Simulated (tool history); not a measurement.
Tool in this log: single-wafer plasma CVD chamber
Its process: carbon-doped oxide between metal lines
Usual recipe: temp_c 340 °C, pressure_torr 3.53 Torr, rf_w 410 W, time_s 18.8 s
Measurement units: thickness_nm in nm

run,hour,temp_c,pressure_torr,rf_w,time_s,wafers since the last listed run,hours since the last thermocouple change,hours since the last RF generator calibration,hours since the last manometer calibration,hours since the showerhead was replaced,hours since the gauge calibration,"read-back reference wafer on the same gauge, thickness_nm",thickness_nm
1,0.0,340,3.53,445,18.8,0,1841.0,2184.1,1786.1,4005.3,79.6,69.304,81.153
2,49.3,340,3.53,445,18.8,866,1890.3,2233.4,1835.4,4054.6,128.9,69.337,81.335
3,75.2,340,3.35,410,18.8,455,1916.2,2259.3,1861.3,4080.5,154.8,69.300,74.410
4,154.6,340,3.35,410,18.8,1395,1995.6,2338.7,1940.7,4159.9,234.2,69.339,75.103
5,188.2,340,3.35,410,18.8,590,2029.2,2372.3,1974.3,4193.5,267.8,69.267,74.791
6,218.7,340,3.53,395,18.8,536,2059.7,2402.8,2004.8,4224.0,298.3,69.260,72.177
7,254.4,340,3.53,395,18.8,627,2095.4,2438.5,2040.5,4259.7,334.0,69.322,71.753
# hour 288.0: showerhead replaced
8,307.8,340,3.53,395,18.8,797,2148.8,2491.9,2093.9,19.8,387.4,69.285,71.779
9,348.9,340,3.53,410,21.4,722,2189.9,2533.0,2135.0,60.9,428.5,69.241,84.762
# hour 395.2: RF generator calibrated
# hour 412.7: thermocouple changed; heater temperature recalibrated
10,413.2,340,3.94,410,16.2,848,0.5,18.0,2199.3,125.2,492.8,69.303,62.689
11,435.4,340,3.53,410,18.8,390,22.7,40.2,2221.5,147.4,515.0,69.330,72.333
12,491.3,340,3.35,410,18.8,982,78.6,96.1,2277.4,203.3,570.9,69.332,71.395
13,550.5,340,3.53,410,18.8,1040,137.8,155.3,2336.6,262.5,630.1,69.341,71.632
# hour 593.5: RF generator calibrated, repeated, since the last time left the tool worse
14,616.4,333,4.37,335,17.7,1017,203.7,22.9,2402.5,328.4,696.0,69.254,62.951
# hour 639.9: gauge calibrated
# hour 681.8: capacitance manometer re-zeroed and calibrated
15,682.3,340,3.53,490,18.8,1017,269.6,88.8,0.5,394.3,42.4,69.291,92.179
16,726.2,340,3.53,465,18.8,771,313.5,132.7,44.4,438.2,86.3,69.248,87.441
17,791.7,345,2.81,460,18.8,1151,379.0,198.2,109.9,503.7,151.8,69.267,84.393
18,860.6,340,3.25,410,18.8,1210,447.9,267.1,178.8,572.6,220.7,69.324,77.395
19,911.3,340,2.93,410,20.9,891,498.6,317.8,229.5,623.3,271.4,69.321,85.698

Forecast each of these 3 alternatives for the next run:
A,911.7,340,3.53,410,18.8,7,499.0,318.2,229.9,623.7,271.8,?,?
B,911.7,329,2.94,345,17.4,7,499.0,318.2,229.9,623.7,271.8,?,?
C,911.7,340,3.53,490,15.7,7,499.0,318.2,229.9,623.7,271.8,?,?

run,"read-back reference wafer on the same gauge, thickness_nm",thickness_nm
A,69.355,77.682
B,69.355,62.001
C,69.355,76.163
The same runs, with their run-to-run variation unchanged, on a tool lacking any hidden condition would have given:
run,thickness_nm
A,78.502
B,62.681
C,76.844
